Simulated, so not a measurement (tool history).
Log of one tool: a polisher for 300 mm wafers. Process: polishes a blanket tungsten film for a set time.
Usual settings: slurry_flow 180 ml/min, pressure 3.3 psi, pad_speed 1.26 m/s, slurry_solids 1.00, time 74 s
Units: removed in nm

run	hour	slurry_flow	pressure	pad_speed	slurry_solids	time	wafers since the last listed run	wafers polished on this pad	hours since the slurry nozzle was cleaned	hours since the head pressure was calibrated	hours since the slurry blender was calibrated	hours since the slurry got fresh peroxide	incoming thickness of the incoming film, nm	removed
1	0.0	180	3.3	1.26	1.00	74	0	756	144.3	517.6	75.9	0.5	1302.5	476.1
2	34.4	180	3.3	1.26	1.00	74	208	965	178.7	552.0	110.3	34.9	1307.2	472.0
3	59.7	180	3.3	1.26	0.75	74	153	1118	204.0	577.3	135.6	60.2	1322.1	436.7
4	73.5	240	4.0	1.26	0.85	74	83	1202	217.8	591.1	149.4	74.0	1307.8	539.2
# hour 85.7: worn pad replaced by a new one
5	102.9	145	3.3	1.26	1.00	93	153	104	247.2	620.5	178.8	103.4	1311.4	576.5
6	122.9	180	2.8	1.40	1.15	93	121	225	267.2	640.5	198.8	123.4	1313.2	595.2
7	140.2	220	4.0	1.26	1.00	74	104	330	284.5	657.8	216.1	140.7	1327.1	544.8
8	163.7	180	3.3	1.26	1.00	74	142	472	308.0	681.3	239.6	164.2	1309.5	468.1
9	195.7	200	2.9	1.62	1.00	58	193	666	340.0	713.3	271.6	196.2	1305.4	419.0
# hour 202.4: slurry blender recalibrated
10	218.3	180	3.3	1.26	1.00	74	124	791	362.6	735.9	15.9	218.8	1321.4	459.7
# hour 244.4: slurry tank refilled with fresh slurry and peroxide
11	250.4	180	2.7	1.26	0.80	74	188	980	394.7	768.0	48.0	6.0	1296.9	375.8
12	264.7	180	3.3	1.26	0.90	97	86	1066	409.0	782.3	62.3	20.3	1301.2	583.2
# hour 297.8: slurry nozzle cleaned
13	298.3	125	4.3	1.26	1.00	91	197	1264	0.5	815.9	95.9	53.9	1310.5	687.0
# hour 318.1: worn pad replaced by a new one
14	324.7	205	2.3	0.90	1.00	61	135	40	26.9	842.3	122.3	80.3	1296.4	241.5
# hour 335.2: head pressure recalibrated
15	352.2	180	3.3	1.58	1.00	74	154	194	54.4	17.0	149.8	107.8	1316.3	572.9
16	384.6	200	3.3	1.26	1.00	84	196	391	86.8	49.4	182.2	140.2	1307.1	548.2
17	399.2	180	3.3	1.10	1.00	53	88	479	101.4	64.0	196.8	154.8	1319.3	310.1
18	417.6	180	3.3	1.26	1.00	74	111	591	119.8	82.4	215.2	173.2	1312.2	473.8
19	450.4	180	3.3	1.26	1.00	98	198	790	152.6	115.2	248.0	206.0	1313.8	635.4
# hour 472.1: slurry blender recalibrated
20	472.6	180	3.3	0.84	1.00	74	122	912	174.8	137.4	0.5	228.2	1326.2	352.9
# hour 477.1: slurry tank refilled with fresh slurry and peroxide
21	533.4	180	3.0	0.84	1.00	74	362	1275	235.6	198.2	61.3	56.3	1307.7	324.9
22	566.6	180	3.3	1.26	1.00	74	201	1476	268.8	231.4	94.5	89.5	1310.0	470.0
23	584.9	220	3.3	1.26	1.00	74	110	1587	287.1	249.7	112.8	107.8	1315.9	477.0
# hour 597.1: worn pad replaced by a new one
24	605.2	180	3.3	1.58	0.80	74	98	49	307.4	270.0	133.1	128.1	1307.3	533.6
25	630.7	235	3.3	0.82	1.15	99	154	203	332.9	295.5	158.6	153.6	1303.3	486.6

Hidden state at the last listed run before each entry between runs and at the first one after, where it differs:
Between runs 4 and 5: worn pad replaced by a new one (hour 85.7)
  slurry flow missing at the pad, %: 10.3 -> 12.3
  measured less the result without the state, removed: -6.0 -> -11.7 nm
Between runs 9 and 10: slurry blender recalibrated (hour 202.4)
  slurry flow missing at the pad, %: 20.6 -> 22.9
  measured less the result without the state, removed: -11.9 -> -16.3 nm
Between runs 10 and 11: slurry tank refilled with fresh slurry and peroxide (hour 244.4)
  slurry flow missing at the pad, %: 22.9 -> 26.6
  measured less the result without the state, removed: -16.3 -> -16.2 nm
Between runs 12 and 13: slurry nozzle cleaned (hour 297.8)
  slurry flow missing at the pad, %: 28.4 -> 2.44
  measured less the result without the state, removed: -27.3 -> -2.8 nm
Between runs 13 and 14: worn pad replaced by a new one (hour 318.1)
  slurry flow missing at the pad, %: 2.44 -> 2.55
  measured less the result without the state, removed: -2.8 -> -0.7 nm
Between runs 14 and 15: head pressure recalibrated (hour 335.2)
  slurry flow missing at the pad, %: 2.55 -> 2.89
  measured less the result without the state, removed: -0.7 -> -2.1 nm
Between runs 19 and 20: slurry blender recalibrated (hour 472.1)
  slurry flow missing at the pad, %: 5.95 -> 7.05
  measured less the result without the state, removed: -4.9 -> -3.3 nm
Between runs 20 and 21: slurry tank refilled with fresh slurry and peroxide (hour 477.1)
  slurry flow missing at the pad, %: 7.05 -> 10.8
  measured less the result without the state, removed: -3.3 -> -4.8 nm
Between runs 23 and 24: worn pad replaced by a new one (hour 597.1)
  slurry flow missing at the pad, %: 14.9 -> 16.7
  measured less the result without the state, removed: -8.6 -> -13.0 nm
